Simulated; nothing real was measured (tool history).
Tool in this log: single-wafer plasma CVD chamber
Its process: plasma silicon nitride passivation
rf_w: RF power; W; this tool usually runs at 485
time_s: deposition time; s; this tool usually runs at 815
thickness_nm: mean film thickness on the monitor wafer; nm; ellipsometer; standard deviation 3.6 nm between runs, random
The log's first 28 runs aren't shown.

| run | day | rf_w | time_s | read-back reference wafer on the same gauge, thickness_nm | thickness_nm |
|---|---|---|---|---|---|
| 29 | 15.429 | 485 | 815 | 1030.453 | 1238.46 |
| 30 | 15.962 | 550 | 732 | 1029.8 | 1149.14 |
| 31 | 16.654 | 535 | 743 | 1029.834 | 1155.261 |
| 32 | 16.942 | 450 | 688 | 1031.559 | 1021.524 |
| 33 | 17.35 | 410 | 664 | 1030.191 | 967.387 |
| 34 | 17.796 | 465 | 781 | 1030.05 | 1168.346 |
| 35 | 18.454 | 485 | 815 | 1030.026 | 1232.393 |
|  | 18.917 | RF generator calibrated |
|  | 20.433 | showerhead replaced |
| 36 | 20.454 | 435 | 899 | 1030.188 | 1353.844 |
| 37 | 20.908 | 485 | 815 | 1030.202 | 1256.094 |
| 38 | 22.858 | 515 | 815 | 1029.834 | 1278.477 |
| 39 | 23.354 | 485 | 815 | 1029.939 | 1256.301 |
| 40 | 23.9 | 420 | 899 | 1030.733 | 1332.295 |
| 41 | 24.354 | 555 | 815 | 1029.679 | 1297.459 |
| 42 | 24.975 | 460 | 950 | 1030.097 | 1448.1 |
| 43 | 25.288 | 575 | 815 | 1029.723 | 1312.731 |
| 44 | 25.667 | 400 | 971 | 1028.816 | 1423.65 |

Predict each of these 3 candidate next runs independently; none follows another, all start after run 44:
| A | 25.692 | 510 | 815 | ? | ? |
| B | 25.692 | 410 | 913 | ? | ? |
| C | 25.692 | 535 | 695 | ? | ? |

| run | read-back reference wafer on the same gauge, thickness_nm | thickness_nm |
|---|---|---|
| A | 1029.64 | 1270.666 |
| B | 1029.64 | 1346.229 |
| C | 1029.64 | 1097.164 |
What these runs would have given with no unlogged condition in the tool:
| run | thickness_nm |
|---|---|
| A | 1276.118 |
| B | 1352.005 |
| C | 1101.871 |
